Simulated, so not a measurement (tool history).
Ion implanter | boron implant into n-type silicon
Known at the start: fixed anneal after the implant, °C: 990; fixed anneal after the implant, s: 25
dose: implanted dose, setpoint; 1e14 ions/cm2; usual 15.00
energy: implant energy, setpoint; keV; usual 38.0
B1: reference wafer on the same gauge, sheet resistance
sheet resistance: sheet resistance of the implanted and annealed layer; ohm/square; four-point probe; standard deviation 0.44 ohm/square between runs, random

{"run": 1, "hour": 0.0, "dose": 13.4, "energy": 38.0, "B1": 103.58, "sheet resistance": 94.62}
{"run": 2, "hour": 16.1, "dose": 15.0, "energy": 31.0, "B1": 103.52, "sheet resistance": 89.12}
{"run": 3, "hour": 28.5, "dose": 15.0, "energy": 38.0, "B1": 103.59, "sheet resistance": 86.88}
{"run": 4, "hour": 80.0, "dose": 15.0, "energy": 38.0, "B1": 103.43, "sheet resistance": 86.25}
{"run": 5, "hour": 86.2, "dose": 15.0, "energy": 38.0, "B1": 103.6, "sheet resistance": 85.7}
{"run": 6, "hour": 102.5, "dose": 15.0, "energy": 38.0, "B1": 103.6, "sheet resistance": 86.04}
{"hour": 115.3, "done": "Faraday cup replaced and dose calibrated"}
{"run": 7, "hour": 115.8, "dose": 15.0, "energy": 38.0, "B1": 103.57, "sheet resistance": 89.71}
{"run": 8, "hour": 127.3, "dose": 15.0, "energy": 38.0, "B1": 103.48, "sheet resistance": 88.58}
{"run": 9, "hour": 136.8, "dose": 15.0, "energy": 38.0, "B1": 103.53, "sheet resistance": 89.43}
{"hour": 148.5, "done": "extraction supply calibrated"}
{"run": 10, "hour": 182.4, "dose": 17.9, "energy": 47.5, "B1": 103.41, "sheet resistance": 76.08}
{"run": 11, "hour": 197.9, "dose": 15.0, "energy": 38.0, "B1": 103.47, "sheet resistance": 88.38}
{"run": 12, "hour": 207.1, "dose": 11.89, "energy": 38.0, "B1": 103.6, "sheet resistance": 106.9}
{"run": 13, "hour": 221.9, "dose": 15.0, "energy": 38.0, "B1": 103.52, "sheet resistance": 88.77}
{"run": 14, "hour": 237.4, "dose": 17.93, "energy": 29.0, "B1": 103.43, "sheet resistance": 79.49}
{"run": 15, "hour": 253.5, "dose": 17.98, "energy": 38.0, "B1": 103.38, "sheet resistance": 77.43}
{"run": 16, "hour": 264.3, "dose": 15.0, "energy": 38.0, "B1": 103.52, "sheet resistance": 88.26}
{"run": 17, "hour": 275.6, "dose": 16.2, "energy": 33.5, "B1": 103.4, "sheet resistance": 84.41}
{"run": 18, "hour": 283.9, "dose": 15.0, "energy": 38.0, "B1": 103.4, "sheet resistance": 87.97}
{"run": 19, "hour": 294.2, "dose": 15.0, "energy": 44.0, "B1": 103.64, "sheet resistance": 87.5}
{"run": 20, "hour": 301.9, "dose": 18.72, "energy": 33.0, "B1": 103.64, "sheet resistance": 76.56}
{"run": 21, "hour": 309.5, "dose": 15.0, "energy": 38.0, "B1": 103.5, "sheet resistance": 87.57}
{"run": 22, "hour": 326.0, "dose": 19.09, "energy": 33.5, "B1": 103.58, "sheet resistance": 74.71}
{"run": 23, "hour": 343.7, "dose": 17.36, "energy": 42.0, "B1": 103.54, "sheet resistance": 78.13}

What will run 24 give?
{"run": 24, "hour": 357.9, "dose": 11.53, "energy": 26.5, "B1": "?", "sheet resistance": "?"}

B1: 103.51
sheet resistance: 110.87 ohm/square
If the tool had no hidden condition, the same run with the same run-to-run variation would have returned sheet resistance 113.32 ohm/square.
